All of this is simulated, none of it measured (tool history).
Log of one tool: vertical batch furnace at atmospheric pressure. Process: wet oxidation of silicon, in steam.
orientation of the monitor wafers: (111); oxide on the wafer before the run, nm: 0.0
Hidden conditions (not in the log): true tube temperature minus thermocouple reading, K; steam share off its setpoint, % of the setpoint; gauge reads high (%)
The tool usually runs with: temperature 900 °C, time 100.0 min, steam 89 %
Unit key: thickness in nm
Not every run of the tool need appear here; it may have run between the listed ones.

run,hour,temperature,time,steam,wafers since the last listed run,hours since the last temperature calibration,hours since the steam generator was serviced,hours since the gauge calibration,"read-back reference wafer on the same gauge, thickness",thickness
1,0.0,900,100.0,89,0,2022.4,1322.3,2479.3,343.99,314.06
2,46.6,900,130.5,89,320,2069.0,1368.9,2525.9,343.88,382.22
3,144.1,900,130.5,89,670,2166.5,1466.4,2623.4,344.04,383.38
4,245.3,900,130.5,89,696,2267.7,1567.6,2724.6,343.95,381.76
5,302.2,900,87.5,89,391,2324.6,1624.5,2781.5,343.85,282.35
6,399.3,900,87.5,89,667,2421.7,1721.6,2878.6,344.05,280.61
7,502.6,900,100.0,94,710,2525.0,1824.9,2981.9,344.19,324.70
8,583.2,900,100.0,94,554,2605.6,1905.5,3062.5,343.79,326.00
9,634.3,900,100.0,89,351,2656.7,1956.6,3113.6,343.85,311.26
10,678.0,900,100.0,89,300,2700.4,2000.3,3157.3,344.01,313.21
11,767.1,886,100.0,82,612,2789.5,2089.4,3246.4,344.05,248.87
12,829.4,886,100.0,82,428,2851.8,2151.7,3308.7,343.87,249.02
13,924.4,886,100.0,82,653,2946.8,2246.7,3403.7,343.94,247.22
14,1017.0,900,81.5,89,636,3039.4,2339.3,3496.3,344.07,264.89
# hour 1017.7: gauge calibrated
15,1061.2,900,81.5,89,304,3083.6,2383.5,43.5,343.82,265.48
16,1165.3,900,100.0,89,716,3187.7,2487.6,147.6,343.84,310.50
17,1235.5,900,130.5,89,482,3257.9,2557.8,217.8,344.19,376.52
18,1341.7,900,100.0,81,730,3364.1,2664.0,324.0,343.93,288.09
19,1435.4,900,54.0,77,644,3457.8,2757.7,417.7,343.87,167.53

For run 20, what comes out?
20,1472.3,900,133.5,89,253,3494.7,2794.6,454.6,?,?

For run 20 the tool returned read-back reference wafer on the same gauge, thickness 344.05, thickness 382.15 nm.
With no hidden state in the tool, this same run would have given thickness 391.23 nm.
